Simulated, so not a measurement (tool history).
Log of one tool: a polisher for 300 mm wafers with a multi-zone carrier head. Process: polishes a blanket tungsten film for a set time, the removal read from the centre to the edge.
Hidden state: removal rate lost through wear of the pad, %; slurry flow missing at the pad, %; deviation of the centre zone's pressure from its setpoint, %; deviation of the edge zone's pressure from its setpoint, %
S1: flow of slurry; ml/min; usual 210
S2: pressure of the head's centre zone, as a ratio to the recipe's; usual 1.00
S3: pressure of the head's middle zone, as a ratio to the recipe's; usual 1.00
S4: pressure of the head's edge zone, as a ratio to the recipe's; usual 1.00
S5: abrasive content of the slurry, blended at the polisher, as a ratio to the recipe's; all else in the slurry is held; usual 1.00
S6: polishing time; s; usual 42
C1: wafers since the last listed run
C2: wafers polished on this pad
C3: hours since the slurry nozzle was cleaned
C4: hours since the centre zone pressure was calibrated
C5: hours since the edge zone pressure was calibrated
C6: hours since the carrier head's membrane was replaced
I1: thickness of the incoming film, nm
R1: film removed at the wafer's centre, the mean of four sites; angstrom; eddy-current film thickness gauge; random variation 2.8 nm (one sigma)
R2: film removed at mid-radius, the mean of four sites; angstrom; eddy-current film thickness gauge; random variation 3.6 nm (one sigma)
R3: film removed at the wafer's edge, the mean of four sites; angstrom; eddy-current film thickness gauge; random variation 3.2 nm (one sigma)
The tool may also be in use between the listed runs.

run   hour   S1    S2    S3    S4    S5  S6   C1    C2     C3     C4     C5     C6     I1    R1    R2    R3
  1    0.0  210  1.00  1.04  1.00  1.00  50    0   206  530.5  710.8  102.9  570.8  988.5  3204  3519  3383
       5.3  -- slurry nozzle cleaned
      17.2  -- centre zone pressure recalibrated
  2   17.7  210  1.00  1.00  1.00  1.00  42  160   367   12.4    0.5  120.6  588.5  976.0  2670  2736  2843
  3   27.1  210  1.00  1.00  1.10  1.00  42  102   470   21.8    9.9  130.0  597.9  971.1  2737  2818  2950
  4   80.7  210  1.00  1.00  1.00  1.00  42  586  1056   75.4   63.5  183.6  651.5  979.3  2641  2705  2798
  5   87.0  210  1.05  1.00  1.00  1.00  42   68  1125   81.7   69.8  189.9  657.8  970.3  2817  2744  2732
      91.4  -- worn pad replaced by a new one
  6   99.1  210  1.00  0.92  1.00  1.00  34   88    84   93.8   81.9  202.0  669.9  989.5  2208  2159  2285
  7  105.8  250  1.00  1.00  0.97  1.00  42   73   157  100.5   88.6  208.7  676.6  969.3  2713  2892  2853
  8  112.0  210  1.00  1.00  0.95  1.00  42   67   225  106.7   94.8  214.9  682.8  967.8  2639  2786  2833
  9  129.8  210  1.10  0.93  1.09  1.00  42  194   420  124.5  112.6  232.7  700.6  974.2  2956  2766  2996
 10  147.6  280  1.00  1.00  1.07  1.10  57  194   615  142.3  130.4  250.5  718.4  982.0  3857  4120  4153
     165.6  -- carrier head's membrane replaced by a new one
 11  166.1  150  1.00  0.91  1.00  1.10  51  147   762  160.8  148.9  269.0    0.5  967.8  3250  3218  3469
 12  175.8  210  1.00  1.00  1.00  1.00  42  106   868  170.5  158.6  278.7   10.2  966.4  2665  2764  2753
 13  184.6  145  1.09  1.00  1.00  1.00  42   96   964  179.3  167.4  287.5   19.0  965.7  2763  2631  2722
 14  195.6  210  1.00  1.00  0.88  0.85  42  120  1085  190.3  178.4  298.5   30.0  972.6  2439  2602  2428
     205.9  -- worn pad replaced by a new one
 15  213.5  210  1.00  1.00  1.10  1.15  42  152    82  208.2  196.3  316.4   47.9  975.4  2933  2989  3175
 16  220.7  210  1.05  1.00  1.04  0.85  49   78   161  215.4  203.5  323.6   55.1  978.9  3117  3058  3198
 17  227.2  210  1.00  1.00  1.00  1.00  42   71   232  221.9  210.0  330.1   61.6  976.5  2692  2805  2899
 18  237.9  210  1.00  1.00  1.00  0.70  42  117   349  232.6  220.7  340.8   72.3  983.8  2339  2408  2429

Run 19 comes next. What will it give?
 19  252.0  150  1.00  0.91  1.00  1.10  51  154  503  246.7  234.8  354.9  86.4  951.4   ?   ?   ?

R1: 3225 angstrom
R2: 3247 angstrom
R3: 3568 angstrom
Without the tool's hidden state the same run would have given R1 3247 angstrom, R2 3270 angstrom, R3 3593 angstrom.
